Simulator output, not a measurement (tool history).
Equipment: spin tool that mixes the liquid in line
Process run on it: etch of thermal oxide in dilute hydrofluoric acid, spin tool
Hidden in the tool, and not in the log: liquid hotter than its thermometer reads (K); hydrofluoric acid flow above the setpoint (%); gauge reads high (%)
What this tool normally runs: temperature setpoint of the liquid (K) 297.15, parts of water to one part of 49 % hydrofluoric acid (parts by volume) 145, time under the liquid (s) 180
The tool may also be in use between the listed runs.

run    hour  temperature setpoint of the liquid (K)  parts of water to one part of 49 % hydrofluoric acid (parts by volume)  time under the liquid (s)  wafers since the last listed run  hours since the thermometer was replaced  hours since the hydrofluoric acid flow meter was replaced  hours since the gauge calibration  read-back film thickness of the thermal oxide reference wafer, read on the same gauge (nm)  thickness taken off the thermal oxide on a monitor wafer (angstrom)
  1       0                                  293.65                                                                     145                        180                                 0                                     711.5                                                      750.6                              603.4                                                                                      101.36                                                                 49.8
  2    40.5                                  293.65                                                                     145                        180                               364                                       752                                                      791.1                              643.9                                                                                      101.51                                                                 49.9
  3    91.4                                  294.15                                                                     180                        180                               457                                     802.9                                                        842                              694.8                                                                                      101.72                                                                   39
  4     159                                  297.15                                                                     145                        180                               608                                     870.5                                                      909.6                              762.4                                                                                      101.95                                                                   57
  5   223.4                                  297.15                                                                     145                        180                               579                                     934.9                                                        974                              826.8                                                                                      102.22                                                                 57.6
  6   273.9                                  297.15                                                                     145                        180                               454                                     985.4                                                     1024.5                              877.3                                                                                      102.36                                                                 57.5
  7   342.4                                  297.15                                                                     145                        180                               616                                    1053.9                                                       1093                              945.8                                                                                      102.64                                                                 57.7
  8     377                                  297.15                                                                     145                        140                               311                                    1088.5                                                     1127.6                              980.4                                                                                      102.75                                                                 44.8
  9   448.3                                  300.65                                                                     145                        180                               641                                    1159.8                                                     1198.9                             1051.7                                                                                         103                                                                 65.3
 10   480.6                                  300.65                                                                     145                        180                               290                                    1192.1                                                     1231.2                               1084                                                                                      103.15                                                                 65.7
      514.9  -- gauge calibrated
 11   527.8                                  297.15                                                                     145                        180                               424                                    1239.3                                                     1278.4                               12.9                                                                                       99.73                                                                 56.4
 12   620.3                                  297.15                                                                     145                        180                               832                                    1331.8                                                     1370.9                              105.4                                                                                      100.05                                                                 55.5
      632.5  -- hydrofluoric acid flow meter replaced
 13   692.1                                  293.65                                                                     145                        180                               636                                    1403.6                                                       59.6                              177.2                                                                                      100.38                                                                 49.3
 14   757.2                                  293.65                                                                     165                        180                               585                                    1468.7                                                      124.7                              242.3                                                                                      100.61                                                                 42.5
 15   801.1                                  297.15                                                                     105                        255                               394                                    1512.6                                                      168.6                              286.2                                                                                       100.7                                                                116.4
 16   871.9                                  297.15                                                                     145                        180                               636                                    1583.4                                                      239.4                                357                                                                                      101.03                                                                 56.5
 17   930.4                                  297.15                                                                      95                        245                               526                                    1641.9                                                      297.9                              415.5                                                                                      101.22                                                                125.2
 18   963.1                                  294.65                                                                     210                         95                               294                                    1674.6                                                      330.6                              448.2                                                                                      101.35                                                                 17.8
 19  1016.2                                  295.15                                                                      90                        260                               477                                    1727.7                                                      383.7                              501.3                                                                                      101.48                                                                130.3
 20  1045.8                                  297.15                                                                     145                        285                               266                                    1757.3                                                      413.3                              530.9                                                                                      101.62                                                                 90.5
     1057.9  -- thermometer replaced
 21  1158.8                                  297.15                                                                     145                        180                              1007                                     100.9                                                      526.3                              643.9                                                                                      102.07                                                                 57.6
 22  1222.2                                  293.65                                                                     115                        245                               570                                     164.3                                                      589.7                              707.3                                                                                      102.33                                                                 88.3
 23  1254.9                                  297.15                                                                     145                        240                               294                                       197                                                      622.4                                740                                                                                      102.41                                                                 76.8
 24  1300.1                                  297.15                                                                     145                        180                               406                                     242.2                                                      667.6                              785.2                                                                                      102.59                                                                 57.1
 25  1333.7                                  299.15                                                                     180                        115                               302                                     275.8                                                      701.2                              818.8                                                                                      102.72                                                                 30.8

Measured less the same run without the tool's hidden state. The same run-to-run variation is in both; the gauge's scatter may not be:
run  thickness taken off the thermal oxide on a monitor wafer (angstrom)
  1                                                                 +0.7
  2                                                                 +0.7
  3                                                                 +0.7
  4                                                                 +1.1
  5                                                                 +1.2
  6                                                                 +1.3
  7                                                                 +1.5
  8                                                                 +1.2
  9                                                                 +1.9
 10                                                                   +2
 11                                                                 -0.1
 12                                                                   +0
 13                                                                 +0.1
 14                                                                 +0.2
 15                                                                 +0.9
 16                                                                 +0.6
 17                                                                 +1.6
 18                                                                 +0.3
 19                                                                   +2
 20                                                                 +1.4
 21                                                                 +1.1
 22                                                                   +2
 23                                                                 +1.8
 24                                                                 +1.5
 25                                                                 +0.8
